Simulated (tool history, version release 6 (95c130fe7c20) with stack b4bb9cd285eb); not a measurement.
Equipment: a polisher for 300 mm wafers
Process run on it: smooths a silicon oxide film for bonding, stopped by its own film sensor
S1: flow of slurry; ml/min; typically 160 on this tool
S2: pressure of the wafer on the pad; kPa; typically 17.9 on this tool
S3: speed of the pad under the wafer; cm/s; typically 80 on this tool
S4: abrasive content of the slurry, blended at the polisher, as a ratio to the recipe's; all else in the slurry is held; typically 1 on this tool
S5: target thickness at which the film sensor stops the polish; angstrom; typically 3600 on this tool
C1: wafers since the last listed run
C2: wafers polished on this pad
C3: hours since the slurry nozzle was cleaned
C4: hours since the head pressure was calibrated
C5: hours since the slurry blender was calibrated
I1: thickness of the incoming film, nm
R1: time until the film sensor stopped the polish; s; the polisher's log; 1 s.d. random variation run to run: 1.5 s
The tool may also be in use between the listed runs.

| run | hour | S1 | S2 | S3 | S4 | S5 | C1 | C2 | C3 | C4 | C5 | I1 | R1 |
|---|---|---|---|---|---|---|---|---|---|---|---|---|---|
| 1 | 0 | 160 | 17.9 | 80 | 1 | 3450 | 0 | 443 | 192.8 | 527.1 | 116.7 | 448.9 | 134.9 |
| 2 | 21.9 | 160 | 17.9 | 80 | 1 | 3450 | 131 | 574 | 214.7 | 549 | 138.6 | 440.8 | 127.6 |
| 3 | 35.7 | 160 | 17.9 | 80 | 1 | 3600 | 82 | 657 | 228.5 | 562.8 | 152.4 | 451.1 | 123.6 |
|  | 67.4 | slurry blender recalibrated |
| 4 | 69.9 | 160 | 17.9 | 80 | 1 | 3600 | 192 | 850 | 262.7 | 597 | 2.5 | 448.9 | 101.5 |
|  | 78.5 | worn pad replaced by a new one |
| 5 | 90 | 160 | 15.2 | 80 | 1 | 3600 | 96 | 68 | 282.8 | 617.1 | 22.6 | 444.8 | 117.2 |
| 6 | 114 | 160 | 17.9 | 70 | 1 | 3600 | 143 | 212 | 306.8 | 641.1 | 46.6 | 441.4 | 107.8 |
| 7 | 146.2 | 160 | 17.9 | 70 | 1 | 3600 | 192 | 405 | 339 | 673.3 | 78.8 | 456.5 | 134.3 |
| 8 | 181.3 | 160 | 17.9 | 80 | 1 | 3600 | 210 | 615 | 374.1 | 708.4 | 113.9 | 444.4 | 107.1 |
|  | 212 | worn pad replaced by a new one |
| 9 | 212.4 | 160 | 17.9 | 80 | 0.8 | 3600 | 162 | 2 | 405.2 | 739.5 | 145 | 447 | 132.8 |
| 10 | 233 | 160 | 17.9 | 80 | 0.8 | 3600 | 123 | 126 | 425.8 | 760.1 | 165.6 | 449.4 | 137.1 |
|  | 254.4 | slurry blender recalibrated |
| 11 | 312.4 | 160 | 17.9 | 80 | 1 | 3600 | 463 | 589 | 505.2 | 839.5 | 58 | 442.3 | 102.5 |
| 12 | 335.9 | 160 | 17.9 | 80 | 1 | 3600 | 140 | 730 | 528.7 | 863 | 81.5 | 445.5 | 106.3 |
|  | 357.5 | worn pad replaced by a new one |
| 13 | 443.5 | 160 | 20 | 80 | 1 | 3600 | 620 | 515 | 636.3 | 970.6 | 189.1 | 452.8 | 122.5 |
| 14 | 459.4 | 160 | 20 | 80 | 1 | 3600 | 95 | 610 | 652.2 | 986.5 | 205 | 445.4 | 110.8 |
|  | 475.3 | slurry blender recalibrated |
| 15 | 475.8 | 200 | 17.9 | 80 | 1 | 3600 | 86 | 697 | 668.6 | 1002.9 | 0.5 | 440.8 | 92.5 |
| 16 | 489 | 160 | 17.9 | 80 | 1 | 3600 | 79 | 776 | 681.8 | 1016.1 | 13.7 | 458.3 | 118.4 |
|  | 499.8 | worn pad replaced by a new one |
| 17 | 520.1 | 195 | 17.9 | 94 | 1 | 3850 | 162 | 121 | 712.9 | 1047.2 | 44.8 | 439.5 | 58.8 |
| 18 | 551.8 | 190 | 17.9 | 80 | 1 | 3600 | 189 | 311 | 744.6 | 1078.9 | 76.5 | 459.2 | 120.4 |
| 19 | 586.8 | 160 | 22.8 | 80 | 1.2 | 3600 | 209 | 521 | 779.6 | 1113.9 | 111.5 | 450.4 | 85.1 |
|  | 599.6 | head pressure recalibrated |
| 20 | 610.8 | 160 | 23.4 | 62 | 1 | 3690 | 131 | 653 | 803.6 | 11.2 | 135.5 | 447 | 103.9 |
|  | 617.1 | slurry nozzle cleaned |
| 21 | 632.7 | 160 | 17.9 | 80 | 1 | 3600 | 125 | 778 | 15.6 | 33.1 | 157.4 | 446.4 | 109.9 |
|  | 654.1 | worn pad replaced by a new one |
| 22 | 665.6 | 210 | 20 | 80 | 1.25 | 3870 | 173 | 68 | 48.5 | 66 | 190.3 | 451.6 | 67.2 |
| 23 | 678.5 | 180 | 17.9 | 90 | 1.2 | 3600 | 77 | 146 | 61.4 | 78.9 | 203.2 | 447 | 96.7 |
| 24 | 701.4 | 160 | 17.9 | 80 | 1 | 3600 | 137 | 283 | 84.3 | 101.8 | 226.1 | 450.7 | 124.3 |
|  | 706.4 | slurry blender recalibrated |
| 25 | 722.3 | 105 | 22.8 | 96 | 0.7 | 3600 | 113 | 396 | 105.2 | 122.7 | 15.9 | 447.2 | 88.6 |
| 26 | 746.1 | 210 | 20 | 80 | 1.25 | 3870 | 142 | 539 | 129 | 146.5 | 39.7 | 454.2 | 60 |
| 27 | 763.5 | 205 | 17.9 | 100 | 1 | 3430 | 104 | 643 | 146.4 | 163.9 | 57.1 | 448.5 | 100.9 |
| 28 | 777.6 | 160 | 17.9 | 60 | 1.2 | 3430 | 84 | 727 | 160.5 | 178 | 71.2 | 450.6 | 148.3 |

5 ways to go on from here, each from the tool as it stands after run 28. What would each give?
| A | 778.1 | 160 | 17.9 | 80 | 1 | 3600 | 2 | 730 | 161 | 178.5 | 71.7 | 455.6 | ? |
| B | 778.1 | 160 | 20.7 | 80 | 1 | 3600 | 2 | 730 | 161 | 178.5 | 71.7 | 455.6 | ? |
| C | 778.1 | 200 | 17.9 | 80 | 1.1 | 3300 | 2 | 730 | 161 | 178.5 | 71.7 | 455.6 | ? |
| D | 778.1 | 160 | 17.9 | 80 | 1 | 3350 | 2 | 730 | 161 | 178.5 | 71.7 | 455.6 | ? |
| E | 778.1 | 185 | 17.9 | 80 | 1 | 3600 | 2 | 730 | 161 | 178.5 | 71.7 | 455.6 | ? |

| run | R1 |
|---|---|
| A | 118 |
| B | 102.2 |
| C | 143.3 |
| D | 148.8 |
| E | 115.4 |
With the hidden condition removed and each run's random variation left untouched, the same runs would have given:
| run | R1 |
|---|---|
| A | 108 |
| B | 93.6 |
| C | 132.1 |
| D | 136.3 |
| E | 105.9 |
